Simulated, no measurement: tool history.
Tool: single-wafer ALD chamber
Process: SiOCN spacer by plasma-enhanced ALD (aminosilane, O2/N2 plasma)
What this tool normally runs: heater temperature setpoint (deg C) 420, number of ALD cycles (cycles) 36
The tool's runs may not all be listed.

run	hour	heater temperature setpoint (deg C)	number of ALD cycles (cycles)	wafers since the last listed run	hours since the last thermocouple change	hours since the gauge calibration	read-back reference wafer on the same gauge, thickness_nm	mean film thickness on the monitor wafer (angstrom)
1	0.0	420	36	0	938.1	1373.0	2.430	20.72
2	95.8	420	36	597	1033.9	1468.8	2.431	20.70
3	199.0	420	36	643	1137.1	1572.0	2.429	20.63
4	256.1	431	31	355	1194.2	1629.1	2.428	16.97
# hour 323.2: thermocouple changed; heater temperature recalibrated
5	323.7	431	31	371	0.5	1696.7	2.428	17.39
6	429.8	410	35	661	106.6	1802.8	2.428	21.02
7	489.4	410	35	371	166.2	1862.4	2.428	20.86
8	568.4	420	36	492	245.2	1941.4	2.432	20.72
9	651.9	420	41	520	328.7	2024.9	2.433	23.87
10	724.9	420	36	455	401.7	2097.9	2.435	20.61
11	830.0	420	36	655	506.8	2203.0	2.434	20.83
12	885.6	420	36	346	562.4	2258.6	2.431	20.74
13	966.4	420	40	503	643.2	2339.4	2.431	23.04
14	1014.5	420	40	299	691.3	2387.5	2.426	22.96
# hour 1035.9: gauge calibrated
15	1105.3	420	36	566	782.1	69.4	2.431	20.74
16	1182.3	412	31	480	859.1	146.4	2.433	18.29
17	1239.6	433	36	357	916.4	203.7	2.431	19.58
18	1295.5	413	34	348	972.3	259.6	2.432	20.07
19	1377.7	414	36	512	1054.5	341.8	2.435	21.05
# hour 1400.0: thermocouple changed; heater temperature recalibrated
20	1476.4	428	36	565	76.4	440.5	2.435	20.63
21	1513.4	410	29	230	113.4	477.5	2.431	17.43
22	1613.4	420	43	623	213.4	577.5	2.433	24.95
23	1663.4	427	32	311	263.4	627.5	2.429	18.04
24	1734.5	420	36	443	334.5	698.6	2.431	20.86
25	1816.5	420	33	511	416.5	780.6	2.428	19.07
26	1919.1	433	34	639	519.1	883.2	2.433	18.81
27	2026.1	420	36	667	626.1	990.2	2.433	20.69
28	2114.8	420	36	552	714.8	1078.9	2.433	20.65
29	2158.7	427	34	273	758.7	1122.8	2.429	19.12
30	2253.5	415	30	591	853.5	1217.6	2.427	17.51
31	2296.1	415	36	265	896.1	1260.2	2.432	21.15

How the hidden state differs across the entries between the runs, from the last listed run before each to the first after it:
Runs 4 to 5: thermocouple changed; heater temperature recalibrated (hour 323.2)
  wafer temperature above the value expected at the setpoint (K): 5.93 -> 0.492
  difference, measured minus the result without the unlogged condition, mean film thickness on the monitor wafer (angstrom): -0.36 -> -0.03
Runs 14 to 15: gauge calibrated (hour 1035.9)
  wafer temperature above the value expected at the setpoint (K): 5.84 -> 6.05
  difference, measured minus the result without the unlogged condition, mean film thickness on the monitor wafer (angstrom): -0.47 -> -0.44
Runs 19 to 20: thermocouple changed; heater temperature recalibrated (hour 1400.0)
  wafer temperature above the value expected at the setpoint (K): 6.44 -> 0.533
  difference, measured minus the result without the unlogged condition, mean film thickness on the monitor wafer (angstrom): -0.47 -> -0.04

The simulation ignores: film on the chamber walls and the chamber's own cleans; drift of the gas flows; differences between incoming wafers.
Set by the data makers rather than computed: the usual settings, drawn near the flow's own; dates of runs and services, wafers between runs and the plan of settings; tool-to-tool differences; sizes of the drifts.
